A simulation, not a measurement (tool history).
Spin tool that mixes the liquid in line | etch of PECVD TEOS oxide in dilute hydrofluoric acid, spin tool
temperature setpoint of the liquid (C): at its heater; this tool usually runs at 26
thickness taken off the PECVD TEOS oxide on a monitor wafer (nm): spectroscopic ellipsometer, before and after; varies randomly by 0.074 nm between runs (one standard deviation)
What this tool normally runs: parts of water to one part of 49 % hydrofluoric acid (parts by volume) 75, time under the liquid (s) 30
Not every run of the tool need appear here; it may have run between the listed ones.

| run | hour | temperature setpoint of the liquid (C) | parts of water to one part of 49 % hydrofluoric acid (parts by volume) | time under the liquid (s) | wafers since the last listed run | hours since the thermometer was replaced | hours since the hydrofluoric acid flow meter was replaced | hours since the gauge calibration | read-back film thickness of the PECVD TEOS oxide reference wafer, read on the same gauge (nm) | thickness taken off the PECVD TEOS oxide on a monitor wafer (nm) |
|---|---|---|---|---|---|---|---|---|---|---|
| 1 | 0 | 26 | 75 | 30 | 0 | 1530.8 | 1277.7 | 1111.9 | 79.98 | 12.72 |
| 2 | 52.2 | 26 | 75 | 30 | 843 | 1583 | 1329.9 | 1164.1 | 80 | 12.72 |
| 3 | 97.7 | 26 | 75 | 30 | 735 | 1628.5 | 1375.4 | 1209.6 | 79.98 | 12.79 |
| 4 | 155.9 | 26 | 75 | 30 | 940 | 1686.7 | 1433.6 | 1267.8 | 79.97 | 12.56 |
| 5 | 201.3 | 26 | 75 | 30 | 733 | 1732.1 | 1479 | 1313.2 | 80.02 | 12.77 |
| 6 | 258.2 | 26 | 75 | 30 | 919 | 1789 | 1535.9 | 1370.1 | 80.01 | 12.76 |
| 7 | 295.2 | 26 | 75 | 30 | 598 | 1826 | 1572.9 | 1407.1 | 79.96 | 12.82 |
| 8 | 351.1 | 26 | 75 | 30 | 903 | 1881.9 | 1628.8 | 1463 | 80.02 | 12.98 |
| 9 | 436.5 | 26 | 75 | 30 | 1380 | 1967.3 | 1714.2 | 1548.4 | 79.99 | 12.92 |
| 10 | 478.9 | 29.5 | 75 | 30 | 685 | 2009.7 | 1756.6 | 1590.8 | 79.97 | 14.7 |
| 11 | 517.7 | 26 | 45 | 40 | 627 | 2048.5 | 1795.4 | 1629.6 | 80.02 | 29.5 |
|  | 562.9 | gauge calibrated |
| 12 | 573.2 | 26 | 45 | 40 | 897 | 2104 | 1850.9 | 10.3 | 79.96 | 29.63 |
| 13 | 625.7 | 26 | 45 | 40 | 848 | 2156.5 | 1903.4 | 62.8 | 80 | 30.06 |
| 14 | 675.8 | 26 | 50 | 20 | 809 | 2206.6 | 1953.5 | 112.9 | 79.99 | 13.61 |
| 15 | 701.5 | 26 | 75 | 30 | 415 | 2232.3 | 1979.2 | 138.6 | 80.02 | 13.04 |
| 16 | 730.1 | 26 | 75 | 30 | 462 | 2260.9 | 2007.8 | 167.2 | 80 | 13.04 |
| 17 | 790.7 | 26 | 75 | 20 | 979 | 2321.5 | 2068.4 | 227.8 | 79.98 | 8.64 |
| 18 | 845.2 | 22.5 | 100 | 30 | 880 | 2376 | 2122.9 | 282.3 | 79.98 | 8.28 |
| 19 | 897.3 | 23.5 | 75 | 30 | 842 | 2428.1 | 2175 | 334.4 | 79.99 | 11.75 |
|  | 911.4 | hydrofluoric acid flow meter replaced |
| 20 | 922.5 | 26 | 90 | 40 | 391 | 2453.3 | 11.1 | 359.6 | 79.99 | 14.38 |
|  | 985.2 | thermometer replaced |
| 21 | 991.7 | 27.5 | 40 | 20 | 1102 | 6.5 | 80.3 | 428.8 | 80.01 | 16.74 |
| 22 | 1034.5 | 26 | 75 | 30 | 691 | 49.3 | 123.1 | 471.6 | 79.99 | 12.06 |
| 23 | 1105.5 | 29 | 40 | 15 | 1147 | 120.3 | 194.1 | 542.6 | 79.99 | 13.32 |
| 24 | 1152.8 | 31 | 40 | 40 | 764 | 167.6 | 241.4 | 589.9 | 80.01 | 38.5 |
| 25 | 1184.2 | 26 | 90 | 30 | 507 | 199 | 272.8 | 621.3 | 79.99 | 9.84 |
| 26 | 1251.3 | 26 | 75 | 30 | 1084 | 266.1 | 339.9 | 688.4 | 80.01 | 12.18 |
| 27 | 1287.5 | 30.5 | 75 | 20 | 585 | 302.3 | 376.1 | 724.6 | 80.03 | 9.68 |
| 28 | 1339.3 | 26 | 75 | 30 | 837 | 354.1 | 427.9 | 776.4 | 80 | 12.12 |

Here are 4 independent what-if runs from the current tool condition. What would each one return?
| A | 1339.7 | 22.5 | 75 | 30 | 6 | 354.5 | 428.3 | 776.8 | ? | ? |
| B | 1339.7 | 21 | 75 | 30 | 6 | 354.5 | 428.3 | 776.8 | ? | ? |
| C | 1339.7 | 24 | 60 | 50 | 6 | 354.5 | 428.3 | 776.8 | ? | ? |
| D | 1339.7 | 26 | 105 | 50 | 6 | 354.5 | 428.3 | 776.8 | ? | ? |

| run | read-back film thickness of the PECVD TEOS oxide reference wafer, read on the same gauge (nm) | thickness taken off the PECVD TEOS oxide on a monitor wafer (nm) |
|---|---|---|
| A | 80 | 10.62 |
| B | 80 | 9.99 |
| C | 80 | 23.97 |
| D | 80 | 13.98 |
What these runs would have given with no unlogged condition in the tool:
| run | thickness taken off the PECVD TEOS oxide on a monitor wafer (nm) |
|---|---|
| A | 10.44 |
| B | 9.82 |
| C | 23.57 |
| D | 13.76 |
